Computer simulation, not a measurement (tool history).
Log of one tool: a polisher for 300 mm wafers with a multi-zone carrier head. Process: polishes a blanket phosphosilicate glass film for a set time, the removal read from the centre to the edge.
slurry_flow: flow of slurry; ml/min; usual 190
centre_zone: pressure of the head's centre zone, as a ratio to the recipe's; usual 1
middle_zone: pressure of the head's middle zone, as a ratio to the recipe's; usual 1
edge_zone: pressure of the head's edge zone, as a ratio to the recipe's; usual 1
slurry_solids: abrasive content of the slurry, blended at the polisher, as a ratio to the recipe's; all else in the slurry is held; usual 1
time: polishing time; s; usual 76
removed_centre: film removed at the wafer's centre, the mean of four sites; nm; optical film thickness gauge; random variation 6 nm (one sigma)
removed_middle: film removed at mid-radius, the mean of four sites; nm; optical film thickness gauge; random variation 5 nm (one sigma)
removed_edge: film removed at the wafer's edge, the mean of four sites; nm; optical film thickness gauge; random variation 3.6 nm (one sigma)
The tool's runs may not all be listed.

run,hour,slurry_flow,centre_zone,middle_zone,edge_zone,slurry_solids,time,"incoming thickness of the incoming film, nm",removed_centre,removed_middle,removed_edge
1,0,150,1.08,1,1,1,76,4310.1,548.9,483.2,491.7
2,25.6,230,1,1,1,1.15,76,4242.9,585.5,546.7,557.5
# hour 41.7: centre zone pressure recalibrated
3,69.1,145,0.89,0.89,1.05,1,76,4343.3,413.9,434.2,496.5
# hour 94.4: worn pad replaced by a new one
4,135.5,235,1,1,1,1,76,4318.2,516.7,531.3,516.9
5,204.3,190,1,1,1,1,99,4369.7,639.5,649.9,658.8
6,254.3,190,1,1,1,1,76,4230.2,493.7,509.5,508.9
7,284.3,190,1,1,1.05,1,103,4376.4,680.6,681.1,703.3
8,352.5,190,1,1,1,1,76,4265.6,498.2,509.7,509.1
# hour 367.4: edge zone pressure recalibrated
9,422,190,1,1,1.05,1,103,4287,680.4,695.2,691.4
# hour 437.8: slurry nozzle cleaned
10,459.1,190,1,1,1,1,76,4297.1,498.5,503.2,506.5
11,484.1,190,0.93,1,1.11,0.75,89,4345.4,471.2,489.1,516.4
# hour 490.6: carrier head's membrane replaced by a new one
12,522.7,190,0.96,1.09,1,0.9,76,4327.9,459.5,509.7,474.2
# hour 583.3: worn pad replaced by a new one
13,584.4,130,1,1,1,1,76,4226,473.6,467.6,483.2
14,634.6,190,1,1,1,1,76,4314.2,514.6,505,506.5
15,663.3,190,1,1,1,1,76,4263.7,531.2,502.7,510.2
16,711.9,170,1,1,1,1,91,4335.8,601.7,596.3,599
17,890.5,190,1,1,1,1,63,4264.2,439.6,425.9,416.5
18,946.3,190,1.09,1,1,1,76,4236.3,584.7,506.9,508.9
# hour 1048.3: worn pad replaced by a new one
# hour 1092.2: centre zone pressure recalibrated
19,1095.3,245,1.12,1.09,1,1,76,4380,567.9,567.1,523.8
# hour 1123.8: carrier head's membrane replaced by a new one
20,1135.5,245,1,1,1,1.25,97,4320.2,733.6,754,735.1
# hour 1167.4: slurry nozzle cleaned
21,1199,190,1,1,1,1,76,4275.4,492.6,496.6,506.6

4 ways to go on from here, each from the tool as it stands after run 21. What would each give?
A,1199.4,190,1,1,1,1,76,4277.9,?,?,?
B,1199.4,150,1,1,1.03,1,76,4277.9,?,?,?
C,1199.4,210,1,1.06,1,1,76,4277.9,?,?,?
D,1199.4,210,1.03,0.96,1,0.8,76,4277.9,?,?,?

run,removed_centre,removed_middle,removed_edge
A,499.4,503.5,506
B,474.6,481.2,494.6
C,508.4,537.4,511.5
D,455.6,430.1,445.9
Without the tool's hidden state the same runs would have given:
run,removed_centre,removed_middle,removed_edge
A,497.9,503.5,506
B,473.1,481.3,494.6
C,506.9,537.4,511.5
D,454.3,430.1,445.9

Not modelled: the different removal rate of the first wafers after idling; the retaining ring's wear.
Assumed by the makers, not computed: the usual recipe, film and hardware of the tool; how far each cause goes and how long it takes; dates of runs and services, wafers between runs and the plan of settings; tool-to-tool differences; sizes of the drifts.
